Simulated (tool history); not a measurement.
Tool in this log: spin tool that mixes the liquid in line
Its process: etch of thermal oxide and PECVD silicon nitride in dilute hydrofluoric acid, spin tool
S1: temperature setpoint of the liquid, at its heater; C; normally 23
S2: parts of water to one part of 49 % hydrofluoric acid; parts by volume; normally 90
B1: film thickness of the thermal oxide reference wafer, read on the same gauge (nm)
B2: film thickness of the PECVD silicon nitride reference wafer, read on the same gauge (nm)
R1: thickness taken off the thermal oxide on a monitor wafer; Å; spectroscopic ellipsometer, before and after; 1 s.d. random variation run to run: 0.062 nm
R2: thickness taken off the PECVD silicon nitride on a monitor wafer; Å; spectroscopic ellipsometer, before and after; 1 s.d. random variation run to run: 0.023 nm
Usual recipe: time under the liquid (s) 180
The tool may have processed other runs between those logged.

{"run": 1, "hour": 0.0, "S1": 23, "S2": 75, "time under the liquid (s)": 215, "B1": 51.39, "B2": 92.48, "R1": 152.1, "R2": 65.91}
{"run": 2, "hour": 22.7, "S1": 23, "S2": 75, "time under the liquid (s)": 215, "B1": 51.45, "B2": 92.58, "R1": 152.1, "R2": 65.99}
{"run": 3, "hour": 48.0, "S1": 23, "S2": 75, "time under the liquid (s)": 215, "B1": 51.48, "B2": 92.683, "R1": 152.8, "R2": 66.97}
{"run": 4, "hour": 62.4, "S1": 20, "S2": 90, "time under the liquid (s)": 235, "B1": 51.49, "B2": 92.702, "R1": 121, "R2": 49.27}
{"run": 5, "hour": 149.8, "S1": 20, "S2": 90, "time under the liquid (s)": 235, "B1": 51.67, "B2": 93.03, "R1": 119.9, "R2": 49.96}
{"run": 6, "hour": 173.0, "S1": 23, "S2": 90, "time under the liquid (s)": 180, "B1": 51.75, "B2": 93.142, "R1": 105, "R2": 46.81}
{"run": 7, "hour": 203.6, "S1": 23, "S2": 90, "time under the liquid (s)": 180, "B1": 51.72, "B2": 93.129, "R1": 104.2, "R2": 46.21}
{"run": 8, "hour": 236.2, "S1": 25, "S2": 90, "time under the liquid (s)": 240, "B1": 51.79, "B2": 93.303, "R1": 151.6, "R2": 70.73}
{"run": 9, "hour": 269.8, "S1": 23, "S2": 90, "time under the liquid (s)": 210, "B1": 51.88, "B2": 93.375, "R1": 122.8, "R2": 54.68}
{"run": 10, "hour": 291.7, "S1": 23, "S2": 90, "time under the liquid (s)": 210, "B1": 51.92, "B2": 93.504, "R1": 123.1, "R2": 54.77}
{"run": 11, "hour": 314.7, "S1": 23, "S2": 90, "time under the liquid (s)": 210, "B1": 52, "B2": 93.52, "R1": 122.9, "R2": 54.53}
{"hour": 323.2, "done": "gauge calibrated"}
{"run": 12, "hour": 333.5, "S1": 20, "S2": 125, "time under the liquid (s)": 180, "B1": 50.15, "B2": 90.311, "R1": 61.3, "R2": 26.56}
{"hour": 345.9, "done": "thermometer replaced"}
{"run": 13, "hour": 356.1, "S1": 23, "S2": 90, "time under the liquid (s)": 280, "B1": 50.22, "B2": 90.356, "R1": 157.8, "R2": 70.3}
{"run": 14, "hour": 377.3, "S1": 23, "S2": 90, "time under the liquid (s)": 180, "B1": 50.26, "B2": 90.443, "R1": 101.7, "R2": 44.84}
{"run": 15, "hour": 404.3, "S1": 20, "S2": 90, "time under the liquid (s)": 105, "B1": 50.3, "B2": 90.547, "R1": 52.3, "R2": 21.62}
{"run": 16, "hour": 436.4, "S1": 26, "S2": 110, "time under the liquid (s)": 180, "B1": 50.34, "B2": 90.649, "R1": 90.6, "R2": 45.23}
{"hour": 468.1, "done": "hydrofluoric acid flow meter replaced"}
{"run": 17, "hour": 532.5, "S1": 23, "S2": 105, "time under the liquid (s)": 180, "B1": 50.57, "B2": 90.936, "R1": 86.2, "R2": 39.21}
{"run": 18, "hour": 557.0, "S1": 25, "S2": 90, "time under the liquid (s)": 180, "B1": 50.56, "B2": 91.007, "R1": 110.9, "R2": 52.45}
{"run": 19, "hour": 650.1, "S1": 20, "S2": 125, "time under the liquid (s)": 180, "B1": 50.75, "B2": 91.377, "R1": 63.1, "R2": 27.09}
{"run": 20, "hour": 682.4, "S1": 23, "S2": 90, "time under the liquid (s)": 180, "B1": 50.81, "B2": 91.459, "R1": 103.6, "R2": 45.73}
{"run": 21, "hour": 695.1, "S1": 23, "S2": 90, "time under the liquid (s)": 180, "B1": 50.85, "B2": 91.516, "R1": 102.6, "R2": 46.07}
{"run": 22, "hour": 724.2, "S1": 28, "S2": 55, "time under the liquid (s)": 285, "B1": 50.88, "B2": 91.626, "R1": 342.4, "R2": 165.05}
{"run": 23, "hour": 741.5, "S1": 23, "S2": 90, "time under the liquid (s)": 180, "B1": 50.94, "B2": 91.673, "R1": 103.5, "R2": 45.81}

Had the tool no unlogged condition, and each run kept its random variation, what would the results have been?
What the log doesn't record here: liquid colder than its thermometer reads (K); hydrofluoric acid flow above the setpoint (%); gauge reads high (%).
run=1 R1=148 R2=64.13
run=2 R1=147.9 R2=64.15
run=3 R1=148.4 R2=65.04
run=4 R1=117.5 R2=47.83
run=5 R1=116 R2=48.35
run=6 R1=101.5 R2=45.25
run=7 R1=100.6 R2=44.63
run=8 R1=146.2 R2=68.23
run=9 R1=118.3 R2=52.69
run=10 R1=118.5 R2=52.73
run=11 R1=118.2 R2=52.45
run=12 R1=61.1 R2=26.47
run=13 R1=157.2 R2=70.01
run=14 R1=101.2 R2=44.62
run=15 R1=52 R2=21.5
run=16 R1=90 R2=44.91
run=17 R1=85.3 R2=38.8
run=18 R1=109.6 R2=51.85
run=19 R1=62.2 R2=26.69
run=20 R1=102 R2=45
run=21 R1=100.9 R2=45.31
run=22 R1=336.4 R2=162.15
run=23 R1=101.6 R2=44.98

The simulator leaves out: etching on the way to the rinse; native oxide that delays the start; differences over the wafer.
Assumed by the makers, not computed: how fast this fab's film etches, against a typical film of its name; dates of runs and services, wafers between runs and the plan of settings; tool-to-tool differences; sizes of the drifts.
